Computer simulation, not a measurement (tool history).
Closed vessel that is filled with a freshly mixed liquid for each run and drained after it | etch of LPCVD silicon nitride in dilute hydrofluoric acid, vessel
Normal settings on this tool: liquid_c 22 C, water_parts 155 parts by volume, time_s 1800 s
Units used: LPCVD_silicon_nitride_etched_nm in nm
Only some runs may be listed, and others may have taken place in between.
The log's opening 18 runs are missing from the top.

| run | hour | liquid_c | water_parts | time_s | read-back film thickness of the LPCVD silicon nitride reference wafer, read on the same gauge (nm) | LPCVD_silicon_nitride_etched_nm |
|---|---|---|---|---|---|---|
| 19 | 982.3 | 26.5 | 90 | 1290 | 99.976 | 8.231 |
| 20 | 1042.9 | 23.5 | 95 | 1800 | 100.019 | 8.914 |
| 21 | 1091 | 20.5 | 80 | 2540 | 99.98 | 12.352 |
| 22 | 1161 | 23.5 | 155 | 1390 | 100.049 | 4.305 |
| 23 | 1220.7 | 27 | 115 | 1265 | 99.988 | 6.584 |
| 24 | 1250 | 22 | 155 | 1800 | 99.991 | 5.059 |
| 25 | 1308.3 | 20.5 | 155 | 1800 | 99.998 | 4.664 |
| 26 | 1351.9 | 22 | 155 | 1800 | 100.039 | 5.169 |
| 27 | 1423.8 | 20 | 110 | 1285 | 100.001 | 4.556 |
| 28 | 1480.9 | 22 | 155 | 1800 | 99.964 | 5.221 |
| 29 | 1539.9 | 18 | 135 | 1225 | 100 | 3.127 |
| 30 | 1603.8 | 17.5 | 115 | 2775 | 100.02 | 8.081 |
|  | 1629.8 | hydrofluoric acid flow meter replaced |
| 31 | 1641 | 18.5 | 155 | 2370 | 100.022 | 5.078 |
| 32 | 1668.7 | 22 | 155 | 1800 | 100 | 4.859 |
| 33 | 1737.1 | 23.5 | 135 | 1800 | 100.002 | 6.18 |

3 ways to go on from here, each from the tool as it stands after run 33. What would each give?
| A | 1738.2 | 17 | 155 | 1800 | ? | ? |
| B | 1738.2 | 22 | 210 | 1800 | ? | ? |
| C | 1738.2 | 25.5 | 220 | 1800 | ? | ? |

| run | read-back film thickness of the LPCVD silicon nitride reference wafer, read on the same gauge (nm) | LPCVD_silicon_nitride_etched_nm |
|---|---|---|
| A | 100.004 | 3.507 |
| B | 100.004 | 3.64 |
| C | 100.004 | 4.336 |
What these runs would have given with no unlogged condition in the tool:
| run | LPCVD_silicon_nitride_etched_nm |
|---|---|
| A | 3.459 |
| B | 3.59 |
| C | 4.275 |

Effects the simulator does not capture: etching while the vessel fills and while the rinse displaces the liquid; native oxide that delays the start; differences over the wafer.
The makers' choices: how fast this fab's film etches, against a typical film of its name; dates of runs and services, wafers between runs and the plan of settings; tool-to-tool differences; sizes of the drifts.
